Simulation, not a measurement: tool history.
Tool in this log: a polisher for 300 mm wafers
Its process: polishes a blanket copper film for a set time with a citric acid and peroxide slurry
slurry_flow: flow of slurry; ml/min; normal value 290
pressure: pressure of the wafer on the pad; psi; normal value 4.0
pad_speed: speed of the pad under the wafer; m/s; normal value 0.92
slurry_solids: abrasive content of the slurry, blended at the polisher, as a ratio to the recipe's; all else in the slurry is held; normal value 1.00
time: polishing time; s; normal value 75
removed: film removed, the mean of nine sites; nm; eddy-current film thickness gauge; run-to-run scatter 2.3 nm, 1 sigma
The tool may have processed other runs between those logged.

run,hour,slurry_flow,pressure,pad_speed,slurry_solids,time,wafers since the last listed run,wafers polished on this pad,hours since the slurry nozzle was cleaned,hours since the head pressure was calibrated,hours since the slurry blender was calibrated,"incoming thickness of the incoming film, nm",removed
1,0.0,290,4.0,1.14,1.00,75,0,686,188.7,49.1,108.8,1011.7,231.0
2,16.7,290,4.0,1.14,1.00,75,106,792,205.4,65.8,125.5,1005.2,233.2
3,34.8,290,4.0,1.14,1.00,75,115,908,223.5,83.9,143.6,1002.4,235.8
4,49.4,290,4.0,0.92,1.00,75,93,1001,238.1,98.5,158.2,1002.6,198.6
# hour 75.2: slurry nozzle cleaned
5,77.2,290,4.0,0.92,1.00,75,171,1172,2.0,126.3,186.0,986.6,202.5
# hour 96.1: worn pad replaced by a new one
6,109.6,290,4.0,0.92,1.00,75,181,86,34.4,158.7,218.4,1013.0,200.3
7,122.7,290,4.0,0.92,1.00,75,83,170,47.5,171.8,231.5,1009.7,204.1
8,140.4,290,3.2,0.92,1.00,75,112,283,65.2,189.5,249.2,988.0,175.3
9,158.9,290,3.2,0.92,1.00,75,118,401,83.7,208.0,267.7,1004.0,175.1
10,193.6,290,3.2,0.92,1.00,75,221,622,118.4,242.7,302.4,998.5,178.1
# hour 197.9: slurry blender recalibrated
11,219.4,290,4.0,0.92,1.00,95,151,774,144.2,268.5,21.5,1002.3,256.3
12,237.3,290,4.0,0.92,1.00,64,114,888,162.1,286.4,39.4,993.4,174.0
13,260.5,290,4.0,0.92,1.00,64,148,1036,185.3,309.6,62.6,1007.5,177.7
14,301.0,290,4.8,0.92,1.00,75,258,1295,225.8,350.1,103.1,1016.9,232.9
# hour 312.2: worn pad replaced by a new one
15,313.4,290,3.2,0.92,1.00,75,53,7,238.2,362.5,115.5,984.0,181.3
# hour 321.0: slurry nozzle cleaned
16,328.1,325,4.0,1.02,1.25,53,87,95,7.1,377.2,130.2,994.3,167.4
17,350.1,290,4.0,0.92,1.00,75,140,235,29.1,399.2,152.2,996.4,203.2
18,362.8,350,3.5,0.92,0.80,75,81,316,41.8,411.9,164.9,983.7,182.7
# hour 375.3: head pressure recalibrated
19,379.1,290,4.0,0.92,1.20,60,91,407,58.1,3.8,181.2,1011.1,166.0
20,407.8,290,4.0,0.92,1.00,50,183,590,86.8,32.5,209.9,982.0,132.7
21,433.1,355,4.0,0.92,1.00,75,161,752,112.1,57.8,235.2,995.1,207.0
# hour 450.5: slurry blender recalibrated
22,453.7,290,4.0,0.92,1.00,75,118,871,132.7,78.4,3.2,1014.5,202.8
23,479.9,290,4.0,0.92,1.10,75,167,1038,158.9,104.6,29.4,1003.2,209.9
24,515.3,340,4.0,0.92,1.00,62,225,1264,194.3,140.0,64.8,1006.4,171.3
# hour 520.3: worn pad replaced by a new one
25,549.3,290,3.3,0.76,1.20,52,191,185,228.3,174.0,98.8,1002.8,115.6
# hour 571.6: slurry nozzle cleaned
26,580.9,290,4.0,0.92,1.00,53,195,380,9.3,205.6,130.4,990.1,142.9

Forecast each of these 5 alternatives for the next run:
A,581.3,290,4.0,0.92,1.00,75,2,382,9.7,206.0,130.8,1009.5,?
B,581.3,290,2.6,1.10,1.00,75,2,382,9.7,206.0,130.8,1009.5,?
C,581.3,290,4.0,0.74,1.00,98,2,382,9.7,206.0,130.8,1009.5,?
D,581.3,290,3.5,0.92,1.30,75,2,382,9.7,206.0,130.8,1009.5,?
E,581.3,290,3.3,0.92,1.00,75,2,382,9.7,206.0,130.8,1009.5,?

run,removed
A,202.2
B,178.2
C,227.6
D,195.6
E,179.4
The same runs, with their run-to-run variation unchanged, on a tool lacking any hidden condition would have given:
run,removed
A,193.2
B,170.2
C,217.4
D,186.9
E,171.4
